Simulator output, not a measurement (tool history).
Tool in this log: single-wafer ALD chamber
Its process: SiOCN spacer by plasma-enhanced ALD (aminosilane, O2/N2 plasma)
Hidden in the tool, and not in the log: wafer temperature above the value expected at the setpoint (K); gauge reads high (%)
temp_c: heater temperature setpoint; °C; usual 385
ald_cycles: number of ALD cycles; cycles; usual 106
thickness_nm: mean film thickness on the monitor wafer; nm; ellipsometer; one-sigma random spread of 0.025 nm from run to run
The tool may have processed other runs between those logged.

run	hour	temp_c	ald_cycles	wafers since the last listed run	hours since the last thermocouple change	hours since the gauge calibration	read-back reference wafer on the same gauge, thickness_nm	thickness_nm
1	0.0	385	114	0	1066.9	165.5	6.321	7.172
2	14.4	385	114	32	1081.3	179.9	6.317	7.191
3	21.1	378	106	15	1088.0	186.6	6.322	6.733
# hour 22.2: gauge calibrated
4	35.1	393	106	31	1102.0	12.9	6.319	6.695
5	43.2	385	106	18	1110.1	21.0	6.321	6.706
6	55.6	385	106	27	1122.5	33.4	6.326	6.718
7	72.4	385	106	37	1139.3	50.2	6.321	6.707
8	90.1	385	106	39	1157.0	67.9	6.326	6.686
9	105.7	385	106	35	1172.6	83.5	6.322	6.722
10	121.6	385	106	35	1188.5	99.4	6.319	6.723
11	136.0	385	89	32	1202.9	113.8	6.324	5.589
12	150.1	385	89	31	1217.0	127.9	6.322	5.646
# hour 162.3: thermocouple changed; heater temperature recalibrated
13	191.6	393	121	75	29.3	169.4	6.326	7.588
14	199.4	380	113	17	37.1	177.2	6.319	7.119
15	210.6	392	119	25	48.3	188.4	6.322	7.512
16	224.6	371	95	31	62.3	202.4	6.323	5.994
17	241.0	373	121	37	78.7	218.8	6.322	7.673
# hour 241.8: gauge calibrated
18	253.7	385	106	28	91.4	11.9	6.321	6.655
19	266.5	393	87	28	104.2	24.7	6.324	5.498
20	284.4	385	106	40	122.1	42.6	6.317	6.664
21	294.2	374	106	22	131.9	52.4	6.315	6.671
22	305.5	399	106	25	143.2	63.7	6.322	6.649
23	319.9	385	113	32	157.6	78.1	6.322	7.093
24	337.0	371	117	38	174.7	95.2	6.326	7.390

Across each entry between runs, compare the hidden state at the last listed run before it with the hidden state at the first listed run after it:
From run 3 to run 4: gauge calibrated (hour 22.2)
  no hidden state differs between the two runs
From run 12 to run 13: thermocouple changed; heater temperature recalibrated (hour 162.3)
  no hidden state differs between the two runs
From run 17 to run 18: gauge calibrated (hour 241.8)
  no hidden state differs between the two runs

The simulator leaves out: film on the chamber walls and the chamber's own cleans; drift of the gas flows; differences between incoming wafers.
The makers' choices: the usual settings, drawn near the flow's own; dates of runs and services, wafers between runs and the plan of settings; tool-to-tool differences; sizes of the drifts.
